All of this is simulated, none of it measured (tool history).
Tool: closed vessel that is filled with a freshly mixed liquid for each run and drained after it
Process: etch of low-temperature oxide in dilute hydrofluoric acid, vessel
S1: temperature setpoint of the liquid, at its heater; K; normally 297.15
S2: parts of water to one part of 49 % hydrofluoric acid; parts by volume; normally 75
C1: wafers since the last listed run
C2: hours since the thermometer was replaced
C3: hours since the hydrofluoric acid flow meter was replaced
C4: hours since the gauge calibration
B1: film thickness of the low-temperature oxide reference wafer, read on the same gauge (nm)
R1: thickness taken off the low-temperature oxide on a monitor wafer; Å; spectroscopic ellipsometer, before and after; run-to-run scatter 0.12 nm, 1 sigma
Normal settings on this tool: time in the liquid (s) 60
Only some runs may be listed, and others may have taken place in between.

{"run": 1, "hour": 0.0, "S1": 297.15, "S2": 75, "time in the liquid (s)": 60, "C1": 0, "C2": 2272.5, "C3": 599.3, "C4": 328.9, "B1": 70.06, "R1": 211.3}
{"run": 2, "hour": 24.2, "S1": 297.15, "S2": 75, "time in the liquid (s)": 60, "C1": 1482, "C2": 2296.7, "C3": 623.5, "C4": 353.1, "B1": 70.07, "R1": 210.9}
{"run": 3, "hour": 53.1, "S1": 297.15, "S2": 75, "time in the liquid (s)": 60, "C1": 1770, "C2": 2325.6, "C3": 652.4, "C4": 382, "B1": 70, "R1": 215}
{"run": 4, "hour": 88.0, "S1": 297.15, "S2": 75, "time in the liquid (s)": 45, "C1": 2138, "C2": 2360.5, "C3": 687.3, "C4": 416.9, "B1": 69.99, "R1": 159.8}
{"run": 5, "hour": 105.3, "S1": 297.15, "S2": 55, "time in the liquid (s)": 60, "C1": 1060, "C2": 2377.8, "C3": 704.6, "C4": 434.2, "B1": 70, "R1": 296.6}
{"run": 6, "hour": 120.3, "S1": 297.15, "S2": 55, "time in the liquid (s)": 60, "C1": 919, "C2": 2392.8, "C3": 719.6, "C4": 449.2, "B1": 70.02, "R1": 295.8}
{"run": 7, "hour": 164.0, "S1": 297.15, "S2": 55, "time in the liquid (s)": 60, "C1": 2677, "C2": 2436.5, "C3": 763.3, "C4": 492.9, "B1": 70, "R1": 299.1}
{"run": 8, "hour": 198.2, "S1": 297.15, "S2": 75, "time in the liquid (s)": 60, "C1": 2095, "C2": 2470.7, "C3": 797.5, "C4": 527.1, "B1": 70.02, "R1": 214}
{"run": 9, "hour": 226.7, "S1": 297.15, "S2": 75, "time in the liquid (s)": 60, "C1": 1746, "C2": 2499.2, "C3": 826, "C4": 555.6, "B1": 70.03, "R1": 213.9}
{"run": 10, "hour": 251.5, "S1": 299.15, "S2": 75, "time in the liquid (s)": 60, "C1": 1519, "C2": 2524, "C3": 850.8, "C4": 580.4, "B1": 70.01, "R1": 231.6}
{"run": 11, "hour": 284.4, "S1": 300.65, "S2": 75, "time in the liquid (s)": 60, "C1": 2016, "C2": 2556.9, "C3": 883.7, "C4": 613.3, "B1": 70.03, "R1": 247.8}
{"run": 12, "hour": 331.2, "S1": 297.15, "S2": 75, "time in the liquid (s)": 60, "C1": 2867, "C2": 2603.7, "C3": 930.5, "C4": 660.1, "B1": 70, "R1": 218.2}
{"run": 13, "hour": 364.2, "S1": 297.15, "S2": 75, "time in the liquid (s)": 60, "C1": 2022, "C2": 2636.7, "C3": 963.5, "C4": 693.1, "B1": 69.99, "R1": 212.1}
{"hour": 399.4, "done": "thermometer replaced"}
{"hour": 433.1, "done": "gauge calibrated"}
{"run": 14, "hour": 468.4, "S1": 297.15, "S2": 45, "time in the liquid (s)": 60, "C1": 6324, "C2": 69, "C3": 1067.7, "C4": 35.3, "B1": 69.99, "R1": 374.3}
{"run": 15, "hour": 567.1, "S1": 297.15, "S2": 95, "time in the liquid (s)": 60, "C1": 6048, "C2": 167.7, "C3": 1166.4, "C4": 134, "B1": 69.97, "R1": 167.2}
{"run": 16, "hour": 588.3, "S1": 295.15, "S2": 100, "time in the liquid (s)": 70, "C1": 1299, "C2": 188.9, "C3": 1187.6, "C4": 155.2, "B1": 70.05, "R1": 169.2}
{"run": 17, "hour": 601.7, "S1": 293.15, "S2": 75, "time in the liquid (s)": 60, "C1": 821, "C2": 202.3, "C3": 1201, "C4": 168.6, "B1": 70.01, "R1": 183.3}
{"run": 18, "hour": 620.2, "S1": 297.15, "S2": 75, "time in the liquid (s)": 60, "C1": 1133, "C2": 220.8, "C3": 1219.5, "C4": 187.1, "B1": 69.99, "R1": 215.8}
{"run": 19, "hour": 643.4, "S1": 293.65, "S2": 75, "time in the liquid (s)": 60, "C1": 1421, "C2": 244, "C3": 1242.7, "C4": 210.3, "B1": 70.05, "R1": 187.7}
{"run": 20, "hour": 668.7, "S1": 297.15, "S2": 75, "time in the liquid (s)": 90, "C1": 1550, "C2": 269.3, "C3": 1268, "C4": 235.6, "B1": 69.98, "R1": 329.1}
{"run": 21, "hour": 701.9, "S1": 294.15, "S2": 75, "time in the liquid (s)": 35, "C1": 2034, "C2": 302.5, "C3": 1301.2, "C4": 268.8, "B1": 69.94, "R1": 113}
{"hour": 723.0, "done": "hydrofluoric acid flow meter replaced"}
{"run": 22, "hour": 737.3, "S1": 298.65, "S2": 100, "time in the liquid (s)": 90, "C1": 2108, "C2": 337.9, "C3": 14.3, "C4": 304.2, "B1": 70.03, "R1": 242.8}

What does the tool deliver on the next run?
{"run": 23, "hour": 790.8, "S1": 299.15, "S2": 100, "time in the liquid (s)": 60, "C1": 3278, "C2": 391.4, "C3": 67.8, "C4": 357.7, "B1": "?", "R1": "?"}

{"run 23": {"B1": 70, "R1": 167}}
Were there no unlogged condition in the tool, this run, its random variation unchanged, would have produced R1 165.4 Å.
